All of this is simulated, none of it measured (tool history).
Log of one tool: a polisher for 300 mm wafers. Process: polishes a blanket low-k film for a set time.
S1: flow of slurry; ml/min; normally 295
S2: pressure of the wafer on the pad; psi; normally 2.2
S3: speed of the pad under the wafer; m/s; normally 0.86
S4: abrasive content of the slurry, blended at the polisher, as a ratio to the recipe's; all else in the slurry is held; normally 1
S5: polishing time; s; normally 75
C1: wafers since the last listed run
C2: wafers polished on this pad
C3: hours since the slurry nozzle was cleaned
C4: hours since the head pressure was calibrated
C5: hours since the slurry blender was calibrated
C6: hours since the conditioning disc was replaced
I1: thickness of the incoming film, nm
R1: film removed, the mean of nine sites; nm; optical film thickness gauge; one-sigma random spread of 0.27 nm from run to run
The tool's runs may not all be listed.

run 1 hour=0 | S1=295 S2=2.2 S3=0.86 S4=1 S5=75 | C1=0 C2=401 C3=105 C4=206 C5=162.8 C6=148.8 | I1=539.4 | R1=28.4
run 2 hour=40.2 | S1=295 S2=2.2 S3=0.86 S4=1 S5=75 | C1=235 C2=636 C3=145.2 C4=246.2 C5=203 C6=189 | I1=533.5 | R1=28.1
-- hour=56.2 slurry blender recalibrated
run 3 hour=159.2 | S1=295 S2=2.2 S3=0.86 S4=1 S5=75 | C1=684 C2=1321 C3=264.2 C4=365.2 C5=103 C6=308 | I1=543.7 | R1=28.6
-- hour=166 worn pad replaced by a new one
-- hour=181.6 head pressure recalibrated
run 4 hour=213.2 | S1=295 S2=2.5 S3=0.86 S4=1.2 S5=75 | C1=280 C2=264 C3=318.2 C4=31.6 C5=157 C6=362 | I1=545.3 | R1=35.3
-- hour=217.9 slurry nozzle cleaned
run 5 hour=281.8 | S1=295 S2=2.5 S3=0.86 S4=1.2 S5=75 | C1=395 C2=659 C3=63.9 C4=100.2 C5=225.6 C6=430.6 | I1=544.6 | R1=35.4
-- hour=286 slurry blender recalibrated
-- hour=308.7 conditioning disc replaced and pad reconditioned
run 6 hour=336 | S1=295 S2=2.2 S3=0.98 S4=1 S5=75 | C1=293 C2=953 C3=118.1 C4=154.4 C5=50 C6=27.3 | I1=533.2 | R1=30.4
-- hour=417.1 worn pad replaced by a new one
run 7 hour=428.8 | S1=295 S2=2.2 S3=0.98 S4=1 S5=75 | C1=519 C2=68 C3=210.9 C4=247.2 C5=142.8 C6=120.1 | I1=538.7 | R1=29.9
run 8 hour=481.8 | S1=295 S2=2.2 S3=0.86 S4=1 S5=75 | C1=310 C2=378 C3=263.9 C4=300.2 C5=195.8 C6=173.1 | I1=536.3 | R1=28.4
run 9 hour=518.4 | S1=295 S2=2.2 S3=0.86 S4=1 S5=75 | C1=214 C2=592 C3=300.5 C4=336.8 C5=232.4 C6=209.7 | I1=536.1 | R1=28.3
-- hour=523.2 slurry blender recalibrated
-- hour=524.8 slurry nozzle cleaned
-- hour=550.1 head pressure recalibrated
run 10 hour=566.7 | S1=380 S2=1.6 S3=1.12 S4=1 S5=75 | C1=253 C2=845 C3=41.9 C4=16.6 C5=43.5 C6=258 | I1=537.8 | R1=24.2
run 11 hour=611.7 | S1=255 S2=2.2 S3=0.86 S4=0.8 S5=75 | C1=263 C2=1108 C3=86.9 C4=61.6 C5=88.5 C6=303 | I1=545.2 | R1=25.1
-- hour=665 worn pad replaced by a new one
run 12 hour=672.5 | S1=210 S2=2.6 S3=0.86 S4=0.85 S5=98 | C1=332 C2=44 C3=147.7 C4=122.4 C5=149.3 C6=363.8 | I1=544.6 | R1=38.6
-- hour=743.9 conditioning disc replaced and pad reconditioned
-- hour=756.3 slurry blender recalibrated
-- hour=777.5 slurry nozzle cleaned
run 13 hour=868.8 | S1=265 S2=2 S3=0.86 S4=1.2 S5=100 | C1=1119 C2=1163 C3=91.3 C4=318.7 C5=112.5 C6=124.9 | I1=536.5 | R1=36.9
-- hour=904.5 worn pad replaced by a new one
run 14 hour=908.4 | S1=380 S2=1.6 S3=1.12 S4=1 S5=75 | C1=208 C2=22 C3=130.9 C4=358.3 C5=152.1 C6=164.5 | I1=537.8 | R1=23.8
-- hour=929 head pressure recalibrated
-- hour=982.3 slurry blender recalibrated
run 15 hour=991.4 | S1=370 S2=1.7 S3=0.86 S4=1.3 S5=54 | C1=462 C2=484 C3=213.9 C4=62.4 C5=9.1 C6=247.5 | I1=546.8 | R1=18
run 16 hour=1063.8 | S1=295 S2=2.2 S3=1.14 S4=1 S5=66 | C1=423 C2=908 C3=286.3 C4=134.8 C5=81.5 C6=319.9 | I1=544.9 | R1=29.4
-- hour=1077.3 slurry nozzle cleaned
run 17 hour=1136.7 | S1=365 S2=2.2 S3=0.86 S4=1 S5=75 | C1=420 C2=1328 C3=59.4 C4=207.7 C5=154.4 C6=392.8 | I1=544.7 | R1=29
-- hour=1166 worn pad replaced by a new one
-- hour=1176.4 conditioning disc replaced and pad reconditioned
run 18 hour=1195.5 | S1=295 S2=2.2 S3=0.86 S4=1 S5=75 | C1=308 C2=161 C3=118.2 C4=266.5 C5=213.2 C6=19.1 | I1=545.1 | R1=28.1

Forecast each of these 3 alternatives for the next run:
run A hour=1195.9 | S1=295 S2=1.6 S3=0.86 S4=1 S5=75 | C1=2 C2=163 C3=118.6 C4=266.9 C5=213.6 C6=19.5 | I1=544.9 | R1=?
run B hour=1195.9 | S1=295 S2=2.2 S3=0.86 S4=0.9 S5=75 | C1=2 C2=163 C3=118.6 C4=266.9 C5=213.6 C6=19.5 | I1=544.9 | R1=?
run C hour=1195.9 | S1=250 S2=2.2 S3=0.86 S4=1 S5=75 | C1=2 C2=163 C3=118.6 C4=266.9 C5=213.6 C6=19.5 | I1=544.9 | R1=?

run=A R1=20.7
run=B R1=27.1
run=C R1=28
Take away the tool's hidden state, keep each run's random variation, and the runs would have read:
run=A R1=20.7
run=B R1=27.1
run=C R1=28
